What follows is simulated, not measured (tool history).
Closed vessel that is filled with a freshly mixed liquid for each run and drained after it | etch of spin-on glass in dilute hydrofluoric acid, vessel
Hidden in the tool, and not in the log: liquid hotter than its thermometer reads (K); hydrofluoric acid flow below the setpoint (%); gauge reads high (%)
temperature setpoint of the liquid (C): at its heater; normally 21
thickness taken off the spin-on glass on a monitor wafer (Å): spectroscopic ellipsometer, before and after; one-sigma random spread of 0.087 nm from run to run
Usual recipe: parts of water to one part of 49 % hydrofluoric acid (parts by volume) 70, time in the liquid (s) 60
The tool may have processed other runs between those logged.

run   hour  temperature setpoint of the liquid (C)  parts of water to one part of 49 % hydrofluoric acid (parts by volume)  time in the liquid (s)  wafers since the last listed run  hours since the thermometer was replaced  hours since the hydrofluoric acid flow meter was replaced  hours since the gauge calibration  read-back film thickness of the spin-on glass reference wafer, read on the same gauge (nm)  thickness taken off the spin-on glass on a monitor wafer (Å)
  1      0                                      21                                                                      70                      60                                 0                                      3109                                                     1618.4                               52.3                                                                                      140.03                                                         345.8
  2   15.4                                      21                                                                      70                      40                              1603                                    3124.4                                                     1633.8                               67.7                                                                                      140.01                                                         230.2
  3   30.4                                      21                                                                      70                      60                              1562                                    3139.4                                                     1648.8                               82.7                                                                                      139.99                                                         343.2
  4     44                                    23.5                                                                      70                      60                              1416                                      3153                                                     1662.4                               96.3                                                                                         140                                                         380.2
  5   51.6                                    23.5                                                                      70                      60                               791                                    3160.6                                                       1670                              103.9                                                                                      139.99                                                         379.3
  6   73.4                                    23.5                                                                      70                      60                              2270                                    3182.4                                                     1691.8                              125.7                                                                                      140.06                                                         380.7
  7   79.6                                      21                                                                      70                      45                               645                                    3188.6                                                       1698                              131.9                                                                                      140.02                                                         258.9
  8   94.8                                      21                                                                      70                      45                              1582                                    3203.8                                                     1713.2                              147.1                                                                                      140.01                                                         257.3
  9  105.9                                      21                                                                      70                      45                              1155                                    3214.9                                                     1724.3                              158.2                                                                                      139.98                                                         258.3
 10    119                                      21                                                                      70                      60                              1364                                      3228                                                     1737.4                              171.3                                                                                      140.03                                                         344.9
 11  125.8                                      21                                                                      70                      60                               708                                    3234.8                                                     1744.2                              178.1                                                                                      139.99                                                         342.4
 12  143.4                                      21                                                                      70                      60                              1832                                    3252.4                                                     1761.8                              195.7                                                                                      139.97                                                         344.3
     143.4  -- gauge calibrated
     151.5  -- thermometer replaced
 13  175.4                                      21                                                                      90                      60                              3228                                      23.9                                                     1793.8                                 32                                                                                      139.97                                                         230.5
 14  182.2                                      23                                                                      35                      60                               708                                      30.7                                                     1800.6                               38.8                                                                                      139.97                                                         696.5
 15  192.9                                      21                                                                      70                      60                              1114                                      41.4                                                     1811.3                               49.5                                                                                         140                                                         303.1
 16  226.3                                      21                                                                      85                      60                              3478                                      74.8                                                     1844.7                               82.9                                                                                      140.04                                                         246.3
 17  249.2                                      17                                                                      70                      35                              2384                                      97.7                                                     1867.6                              105.8                                                                                      139.99                                                           150
     256.6  -- hydrofluoric acid flow meter replaced
 18  257.6                                      21                                                                      70                      45                               770                                     106.1                                                          1                              114.2                                                                                      139.98                                                         255.6
 19  264.2                                      21                                                                      70                      60                               687                                     112.7                                                        7.6                              120.8                                                                                         140                                                         341.6
 20  280.7                                    22.5                                                                      60                      45                              1718                                     129.2                                                       24.1                              137.3                                                                                      139.99                                                         320.4
 21  288.2                                    17.5                                                                      70                      60                               781                                     136.7                                                       31.6                              144.8                                                                                      140.03                                                         292.6
 22  298.6                                    25.5                                                                      40                      90                              1083                                     147.1                                                         42                              155.2                                                                                      140.04                                                        1116.9
 23    312                                      24                                                                      70                      35                              1395                                     160.5                                                       55.4                              168.6                                                                                      140.01                                                         224.3
 24  325.9                                    18.5                                                                      55                      85                              1447                                     174.4                                                       69.3                              182.5                                                                                      139.97                                                         561.7
 25  338.7                                    23.5                                                                      70                      35                              1333                                     187.2                                                       82.1                              195.3                                                                                      139.99                                                         219.9
 26  349.1                                      21                                                                      70                      35                              1083                                     197.6                                                       92.5                              205.7                                                                                      140.02                                                         197.1
 27  358.4                                    25.5                                                                      40                      75                               968                                     206.9                                                      101.8                                215                                                                                      140.05                                                         929.8

Consider 5 possible next runs. They are alternatives, not a sequence: every one starts from the tool as it was left by run 27. What does each give?
  A  359.1                                      21                                                                      70                      60                                72                                     207.6                                                      102.5                              215.7                                                                                           ?                                                             ?
  B  359.1                                      19                                                                      70                      60                                72                                     207.6                                                      102.5                              215.7                                                                                           ?                                                             ?
  C  359.1                                      17                                                                      70                      60                                72                                     207.6                                                      102.5                              215.7                                                                                           ?                                                             ?
  D  359.1                                    19.5                                                                      45                      60                                72                                     207.6                                                      102.5                              215.7                                                                                           ?                                                             ?
  E  359.1                                    25.5                                                                      80                      85                                72                                     207.6                                                      102.5                              215.7                                                                                           ?                                                             ?

run  read-back film thickness of the spin-on glass reference wafer, read on the same gauge (nm)  thickness taken off the spin-on glass on a monitor wafer (Å)
  A                                                                                      139.99                                                         340.1
  B                                                                                      139.99                                                         312.9
  C                                                                                      139.99                                                         287.4
  D                                                                                      139.99                                                           512
  E                                                                                      139.99                                                         499.5
What these runs would have given with no unlogged condition in the tool:
run  thickness taken off the spin-on glass on a monitor wafer (Å)
  A                                                         338.8
  B                                                         311.5
  C                                                         286.1
  D                                                         509.7
  E                                                         497.8
